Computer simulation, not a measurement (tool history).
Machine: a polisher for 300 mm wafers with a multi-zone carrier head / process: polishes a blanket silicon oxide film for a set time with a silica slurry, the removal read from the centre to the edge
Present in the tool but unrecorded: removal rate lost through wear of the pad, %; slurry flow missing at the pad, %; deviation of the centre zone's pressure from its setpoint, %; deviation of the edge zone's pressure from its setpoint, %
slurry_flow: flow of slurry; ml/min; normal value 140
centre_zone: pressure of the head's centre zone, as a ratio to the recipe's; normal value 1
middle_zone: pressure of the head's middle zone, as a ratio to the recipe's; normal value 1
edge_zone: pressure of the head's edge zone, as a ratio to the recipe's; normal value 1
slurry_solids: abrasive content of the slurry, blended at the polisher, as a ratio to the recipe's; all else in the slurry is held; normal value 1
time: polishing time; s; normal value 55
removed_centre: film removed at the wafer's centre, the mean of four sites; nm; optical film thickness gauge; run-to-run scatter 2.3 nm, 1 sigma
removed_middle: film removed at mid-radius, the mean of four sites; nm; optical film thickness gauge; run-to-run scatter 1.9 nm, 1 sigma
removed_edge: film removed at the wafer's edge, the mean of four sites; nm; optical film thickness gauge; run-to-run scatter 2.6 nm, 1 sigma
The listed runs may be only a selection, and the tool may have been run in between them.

| run | hour | slurry_flow | centre_zone | middle_zone | edge_zone | slurry_solids | time | wafers since the last listed run | wafers polished on this pad | hours since the slurry nozzle was cleaned | hours since the centre zone pressure was calibrated | hours since the edge zone pressure was calibrated | hours since the carrier head's membrane was replaced | incoming thickness of the incoming film, nm | removed_centre | removed_middle | removed_edge |
|---|---|---|---|---|---|---|---|---|---|---|---|---|---|---|---|---|---|
| 1 | 0 | 140 | 1 | 0.91 | 1 | 1 | 55 | 0 | 754 | 76.8 | 632.4 | 93.3 | 884.5 | 1096.6 | 193 | 174.1 | 193.2 |
| 2 | 15.9 | 110 | 1 | 1 | 1 | 1 | 55 | 120 | 874 | 92.7 | 648.3 | 109.2 | 900.4 | 1106.1 | 179.6 | 177.6 | 183.2 |
| 3 | 43 | 125 | 1 | 1 | 1 | 1 | 55 | 204 | 1079 | 119.8 | 675.4 | 136.3 | 927.5 | 1098.7 | 182.3 | 184.2 | 182.1 |
| 4 | 60.6 | 140 | 1 | 1.07 | 1 | 1 | 55 | 132 | 1211 | 137.4 | 693 | 153.9 | 945.1 | 1071.4 | 186.5 | 202.6 | 189.2 |
|  | 77.5 | centre zone pressure recalibrated |
| 5 | 87.3 | 140 | 1 | 1 | 1 | 1.2 | 55 | 186 | 1398 | 164.1 | 9.8 | 180.6 | 971.8 | 1079.5 | 197 | 202.8 | 201.6 |
|  | 100.5 | worn pad replaced by a new one |
| 6 | 103.6 | 140 | 1.04 | 1 | 1.06 | 1 | 41 | 92 | 23 | 180.4 | 26.1 | 196.9 | 988.1 | 1093.5 | 144.8 | 142.4 | 143.5 |
| 7 | 127.3 | 155 | 1 | 1.05 | 1 | 0.7 | 44 | 178 | 201 | 204.1 | 49.8 | 220.6 | 1011.8 | 1085.7 | 131.6 | 140.9 | 133.2 |
| 8 | 154.8 | 140 | 1 | 1 | 1 | 1 | 55 | 207 | 409 | 231.6 | 77.3 | 248.1 | 1039.3 | 1105 | 189.4 | 187.2 | 187.6 |
| 9 | 183.2 | 140 | 1.08 | 1.04 | 1 | 0.75 | 55 | 214 | 623 | 260 | 105.7 | 276.5 | 1067.7 | 1080.5 | 177.6 | 174.8 | 163.6 |
| 10 | 213.9 | 140 | 1.04 | 1 | 1 | 1 | 55 | 231 | 855 | 290.7 | 136.4 | 307.2 | 1098.4 | 1095.7 | 188.8 | 185.4 | 187.4 |
| 11 | 245.9 | 140 | 1 | 1.09 | 1 | 1 | 55 | 241 | 1097 | 322.7 | 168.4 | 339.2 | 1130.4 | 1106.5 | 185.7 | 200.2 | 184.7 |
| 12 | 269.2 | 95 | 1 | 1 | 1.07 | 1 | 71 | 175 | 1273 | 346 | 191.7 | 362.5 | 1153.7 | 1105.7 | 210 | 215.4 | 223.4 |
|  | 279.4 | carrier head's membrane replaced by a new one |
| 13 | 294.4 | 180 | 1 | 0.93 | 0.93 | 1 | 55 | 152 | 1425 | 371.2 | 216.9 | 387.7 | 15 | 1102 | 195.6 | 186.3 | 180.7 |
|  | 309.1 | worn pad replaced by a new one |
| 14 | 324.4 | 140 | 1 | 1 | 1.07 | 1 | 48 | 196 | 115 | 401.2 | 246.9 | 417.7 | 45 | 1087.7 | 159.5 | 159.9 | 168.9 |
| 15 | 342.5 | 110 | 0.94 | 1 | 1 | 1 | 47 | 136 | 251 | 419.3 | 265 | 435.8 | 63.1 | 1102 | 144.2 | 149.3 | 153.2 |
| 16 | 370.6 | 140 | 1 | 1 | 1 | 1 | 55 | 212 | 463 | 447.4 | 293.1 | 463.9 | 91.2 | 1110.5 | 186.3 | 183.2 | 183.5 |
| 17 | 390.5 | 140 | 1.06 | 1.05 | 0.9 | 0.75 | 55 | 150 | 614 | 467.3 | 313 | 483.8 | 111.1 | 1074.2 | 172.7 | 171.8 | 157.9 |
| 18 | 419.1 | 115 | 1 | 1 | 0.9 | 1 | 55 | 215 | 830 | 495.9 | 341.6 | 512.4 | 139.7 | 1083 | 173.3 | 174.2 | 171.9 |
| 19 | 447.6 | 140 | 1 | 1 | 1 | 1 | 55 | 215 | 1045 | 524.4 | 370.1 | 540.9 | 168.2 | 1085.4 | 177.9 | 184.1 | 183.9 |
| 20 | 470 | 155 | 1 | 1.06 | 0.94 | 1 | 66 | 169 | 1214 | 546.8 | 392.5 | 563.3 | 190.6 | 1103.8 | 224.8 | 235.8 | 219.6 |
| 21 | 482.4 | 170 | 1 | 1 | 1.04 | 0.75 | 60 | 93 | 1307 | 559.2 | 404.9 | 575.7 | 203 | 1074 | 187.4 | 187.1 | 191.2 |
| 22 | 499 | 155 | 1 | 1.05 | 1 | 0.7 | 44 | 125 | 1433 | 575.8 | 421.5 | 592.3 | 219.6 | 1088.9 | 128.9 | 136.7 | 128.9 |

Forecast each of these 4 alternatives for the next run:
| A | 499.4 | 140 | 1 | 1 | 1 | 1 | 55 | 3 | 1436 | 576.2 | 421.9 | 592.7 | 220 | 1093.8 | ? | ? | ? |
| B | 499.4 | 140 | 0.9 | 1 | 1 | 0.7 | 55 | 3 | 1436 | 576.2 | 421.9 | 592.7 | 220 | 1093.8 | ? | ? | ? |
| C | 499.4 | 140 | 1 | 0.96 | 1 | 1 | 55 | 3 | 1436 | 576.2 | 421.9 | 592.7 | 220 | 1093.8 | ? | ? | ? |
| D | 499.4 | 140 | 1 | 1 | 1 | 1 | 42 | 3 | 1436 | 576.2 | 421.9 | 592.7 | 220 | 1093.8 | ? | ? | ? |

| run | removed_centre | removed_middle | removed_edge |
|---|---|---|---|
| A | 179.1 | 180.2 | 184.5 |
| B | 146.3 | 158 | 161.8 |
| C | 179.1 | 174.1 | 184.6 |
| D | 136.8 | 137.6 | 140.9 |
Had the tool no hidden state, the same runs would have come out as:
| run | removed_centre | removed_middle | removed_edge |
|---|---|---|---|
| A | 189.5 | 189.3 | 191.1 |
| B | 154.7 | 166 | 167.5 |
| C | 189.4 | 182.9 | 191.2 |
| D | 144.7 | 144.5 | 145.9 |

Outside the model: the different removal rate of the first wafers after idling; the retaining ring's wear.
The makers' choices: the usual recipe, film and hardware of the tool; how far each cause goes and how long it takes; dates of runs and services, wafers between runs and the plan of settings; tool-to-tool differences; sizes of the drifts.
